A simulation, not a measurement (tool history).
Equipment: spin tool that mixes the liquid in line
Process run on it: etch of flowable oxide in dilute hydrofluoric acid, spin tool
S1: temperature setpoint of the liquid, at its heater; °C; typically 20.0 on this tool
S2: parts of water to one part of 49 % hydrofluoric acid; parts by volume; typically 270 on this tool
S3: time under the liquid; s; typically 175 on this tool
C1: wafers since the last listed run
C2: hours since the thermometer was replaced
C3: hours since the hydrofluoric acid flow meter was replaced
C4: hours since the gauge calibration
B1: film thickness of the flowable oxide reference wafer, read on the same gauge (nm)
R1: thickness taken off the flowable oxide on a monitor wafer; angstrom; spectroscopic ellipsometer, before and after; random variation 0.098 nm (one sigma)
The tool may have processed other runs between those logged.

run	hour	S1	S2	S3	C1	C2	C3	C4	B1	R1
1	0.0	17.5	270	175	0	214.4	406.7	585.0	90.00	218.4
2	86.0	17.5	270	175	441	300.4	492.7	671.0	90.01	217.8
3	163.9	20.0	270	175	400	378.3	570.6	748.9	90.03	239.4
4	222.7	20.0	270	175	302	437.1	629.4	807.7	90.03	239.2
5	272.1	20.0	300	175	253	486.5	678.8	857.1	90.00	209.4
6	350.0	20.0	300	175	400	564.4	756.7	935.0	89.99	208.6
7	410.2	20.0	300	175	309	624.6	816.9	995.2	90.00	210.9
8	506.4	20.0	270	175	494	720.8	913.1	1091.4	90.01	238.5
9	602.3	20.0	270	175	492	816.7	1009.0	1187.3	90.01	237.2
10	650.5	20.0	270	175	247	864.9	1057.2	1235.5	89.99	240.0
11	692.6	20.0	345	175	216	907.0	1099.3	1277.6	90.00	175.1
12	791.4	20.0	360	175	507	1005.8	1198.1	1376.4	90.02	166.7
13	838.5	20.0	360	175	241	1052.9	1245.2	1423.5	90.00	165.5
14	906.6	20.0	270	175	349	1121.0	1313.3	1491.6	90.00	239.8
# hour 985.5: gauge calibrated
# hour 990.7: hydrofluoric acid flow meter replaced
15	998.7	20.0	270	175	468	1213.1	8.0	13.2	90.01	230.9
16	1059.9	24.5	315	175	314	1274.3	69.2	74.4	90.02	224.1
17	1151.1	24.5	315	175	468	1365.5	160.4	165.6	89.99	225.0
18	1217.4	18.5	190	210	340	1431.8	226.7	231.9	89.98	402.5
19	1304.6	20.0	270	175	448	1519.0	313.9	319.1	90.00	231.2
20	1381.1	20.0	270	175	393	1595.5	390.4	395.6	90.00	232.1
# hour 1384.3: thermometer replaced
21	1484.3	17.0	375	210	525	100.0	493.6	498.8	90.01	172.1
22	1543.1	20.0	370	150	302	158.8	552.4	557.6	89.99	138.1
23	1585.8	23.0	270	175	219	201.5	595.1	600.3	90.01	268.4
24	1688.7	20.0	270	90	528	304.4	698.0	703.2	89.99	124.2
25	1726.0	20.0	270	105	191	341.7	735.3	740.5	90.00	144.6
26	1802.7	20.0	270	175	394	418.4	812.0	817.2	89.99	241.6
27	1897.2	22.5	270	175	485	512.9	906.5	911.7	90.01	264.8
28	1934.7	24.0	270	100	192	550.4	944.0	949.2	90.02	160.6
29	1979.5	21.5	315	220	230	595.2	988.8	994.0	89.99	263.4
30	2026.6	20.0	270	205	241	642.3	1035.9	1041.1	90.00	284.5

Entry by entry between the runs, the difference in hidden state between the last listed run before and the first listed run after:
In the gap between runs 14 and 15: gauge calibrated (hour 985.5); hydrofluoric acid flow meter replaced (hour 990.7)
  liquid colder than its thermometer reads (K): 0.926 -> 0.987; hydrofluoric acid flow above the setpoint (%): 2.74 -> 0.281
  measured value less the no-hidden-state value, R1: -0.3 -> -7.8 angstrom
In the gap between runs 20 and 21: thermometer replaced (hour 1384.3)
  liquid colder than its thermometer reads (K): 1.24 -> 0.0773; hydrofluoric acid flow above the setpoint (%): 0.948 -> 1.13
  measured value less the no-hidden-state value, R1: -8.2 -> +2.0 angstrom

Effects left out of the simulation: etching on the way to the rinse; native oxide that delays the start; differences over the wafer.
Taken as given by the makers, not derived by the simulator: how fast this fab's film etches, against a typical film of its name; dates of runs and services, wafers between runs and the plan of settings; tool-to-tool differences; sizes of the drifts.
